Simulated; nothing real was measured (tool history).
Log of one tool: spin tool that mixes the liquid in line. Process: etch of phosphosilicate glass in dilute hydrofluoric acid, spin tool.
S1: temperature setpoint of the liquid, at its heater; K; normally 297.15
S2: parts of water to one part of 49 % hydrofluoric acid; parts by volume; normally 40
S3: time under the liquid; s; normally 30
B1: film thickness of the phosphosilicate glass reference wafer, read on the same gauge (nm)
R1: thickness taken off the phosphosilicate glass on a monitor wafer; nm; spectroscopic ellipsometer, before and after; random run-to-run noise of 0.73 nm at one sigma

run	day	S1	S2	S3	B1	R1
1	0	297.15	40	30	129.99	137.45
2	0.333	297.15	40	30	130.02	137.64
3	0.583	297.15	40	30	130.01	137.72
4	0.862	297.15	40	30	130.01	137.74
5	1.538	297.15	40	30	129.99	137.69
6	2.604	297.15	40	30	130	137.64
7	2.988	297.15	40	30	129.99	136.86
8	3.379	297.15	40	30	130	137.63
9	4.046	297.15	40	30	130	135.59
10	4.383	297.15	40	30	129.99	137.17
11	4.95	297.15	40	30	130	136.92
12	5.404	297.15	40	30	130	135.91
13	5.733	297.15	40	30	129.99	137.61
14	6.046	297.15	40	30	130.03	137.27
15	6.417	297.15	30	30	130	185.06
16	6.817	300.65	20	30	130.02	326.79
17	7.292	295.65	30	25	130.01	145.31
18	7.862	297.15	35	15	130	78.7
19	8.596	297.15	20	30	129.99	281.22
# day 9.054: thermometer replaced
20	9.6	294.65	40	15	130.01	61.23
21	10.275	297.15	40	30	130.01	135.88
# day 10.329: hydrofluoric acid flow meter replaced
22	10.554	297.15	40	15	129.99	77.2
# day 10.604: gauge calibrated
23	11.275	297.15	40	30	129.98	154.83
24	11.767	297.15	40	30	130.01	154.49
25	12.108	294.15	35	15	130.01	78.52
26	12.4	295.65	40	35	130	170.48
27	12.808	292.65	50	20	130.02	67.59
28	13.333	295.65	60	50	130.01	158.01
29	13.642	294.15	45	20	129.98	79.43
30	14.033	297.15	35	30	130	176.98
31	14.717	294.15	40	30	129.98	135.7

Each row is a separate what-if for the run after 31, all from the same tool condition, not one after another. Results?
A	14.733	297.15	40	30	?	?
B	14.733	300.65	55	15	?	?
C	14.733	297.15	55	25	?	?

run	B1	R1
A	130	154.25
B	130	63.31
C	130	91.6
Without the tool's unlogged condition, the same runs would have read:
run	R1
A	156.57
B	64.29
C	93.02
